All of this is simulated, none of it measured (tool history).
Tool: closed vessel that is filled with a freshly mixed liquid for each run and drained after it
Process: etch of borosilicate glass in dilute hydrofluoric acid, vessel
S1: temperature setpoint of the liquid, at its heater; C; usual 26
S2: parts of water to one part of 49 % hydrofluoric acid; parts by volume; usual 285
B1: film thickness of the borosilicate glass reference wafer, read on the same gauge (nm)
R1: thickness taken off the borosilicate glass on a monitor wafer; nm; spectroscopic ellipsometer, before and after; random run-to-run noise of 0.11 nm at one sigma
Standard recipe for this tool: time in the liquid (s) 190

Run 1, hour 0: usual settings; B1 140.01. Result: R1 29.12 nm.
Run 2, hour 26: usual settings; B1 139.99. Result: R1 29.25 nm.
Run 3, hour 78.9: usual settings but S1 28.5 C; B1 139.97. Result: R1 31.77 nm.
Run 4, hour 127.1: usual settings but S2 175 parts by volume; B1 139.99. Result: R1 53.59 nm.
Run 5, hour 159.2: usual settings but S2 175 parts by volume; B1 139.97. Result: R1 53.38 nm.
Run 6, hour 192.9: usual settings but S2 175 parts by volume; B1 140. Result: R1 53.39 nm.
Run 7, hour 262.2: usual settings; B1 140.03. Result: R1 29.09 nm.
Run 8, hour 298.6: usual settings; B1 140.01. Result: R1 28.88 nm.
Run 9, hour 327: usual settings but S1 29 C, time in the liquid (s) 105; B1 139.99. Result: R1 17.75 nm.
Run 10, hour 383.1: usual settings but S1 29 C, time in the liquid (s) 105; B1 140.04. Result: R1 17.57 nm.
At hour 402.6: hydrofluoric acid flow meter replaced.
Run 11, hour 433.6: usual settings but S2 200 parts by volume; B1 139.98. Result: R1 44.84 nm.
Run 12, hour 462.6: usual settings but S2 200 parts by volume; B1 140. Result: R1 45.04 nm.
Run 13, hour 504.4: usual settings; B1 140. Result: R1 28.79 nm.
Run 14, hour 537.4: usual settings; B1 139.99. Result: R1 28.73 nm.
Run 15, hour 601.9: usual settings; B1 140.01. Result: R1 28.76 nm.
Run 16, hour 634.9: usual settings but S1 21.5 C, S2 195 parts by volume; B1 140. Result: R1 39.17 nm.
At hour 643.3: gauge calibrated.
Run 17, hour 665.8: usual settings but S1 28.5 C, S2 240 parts by volume, time in the liquid (s) 295; B1 139.99. Result: R1 61.35 nm.
Run 18, hour 690.9: usual settings but S1 27.5 C, time in the liquid (s) 295; B1 140.03. Result: R1 46.81 nm.
Run 19, hour 716.9: usual settings but S1 28.5 C, S2 360 parts by volume; B1 140. Result: R1 22.9 nm.
Run 20, hour 766.5: usual settings; B1 140.02. Result: R1 28.69 nm.
Run 21, hour 817.5: usual settings but S2 365 parts by volume, time in the liquid (s) 135; B1 140.01. Result: R1 14.67 nm.
Run 22, hour 848.6: usual settings but S1 29 C, S2 155 parts by volume, time in the liquid (s) 280; B1 140.02. Result: R1 100.54 nm.
At hour 874: thermometer replaced.
Run 23, hour 896.1: usual settings but S1 27.5 C, S2 180 parts by volume, time in the liquid (s) 105; B1 139.99. Result: R1 30.83 nm.
Run 24, hour 943.3: usual settings but time in the liquid (s) 250; B1 139.99. Result: R1 38.94 nm.
Run 25, hour 983.7: usual settings but S2 365 parts by volume, time in the liquid (s) 135; B1 139.98. Result: R1 15.15 nm.
Run 26, hour 1029: usual settings but S1 31 C, S2 345 parts by volume, time in the liquid (s) 105; B1 140. Result: R1 14.89 nm.
Run 27, hour 1076.7: usual settings but S1 29.5 C, S2 335 parts by volume, time in the liquid (s) 225; B1 139.95. Result: R1 31.66 nm.
Run 28, hour 1109.5: usual settings but S1 21 C, S2 200 parts by volume, time in the liquid (s) 75; B1 140.01. Result: R1 15.12 nm.

Predict each of these 3 candidate next runs independently; none follows another, all start after run 28:
Run A, hour 1110.2: usual settings but S2 390 parts by volume; B1 ?. Result: R1 ?.
Run B, hour 1110.2: usual settings but S2 330 parts by volume; B1 ?. Result: R1 ?.
Run C, hour 1110.2: usual settings but S2 360 parts by volume, time in the liquid (s) 160; B1 ?. Result: R1 ?.

run      B1     R1
  A  140.02  19.46
  B  140.02  24.36
  C  140.02  18.26
Had the tool no hidden state, the same runs would have come out as:
run     R1
  A  19.58
  B  24.51
  C  18.38
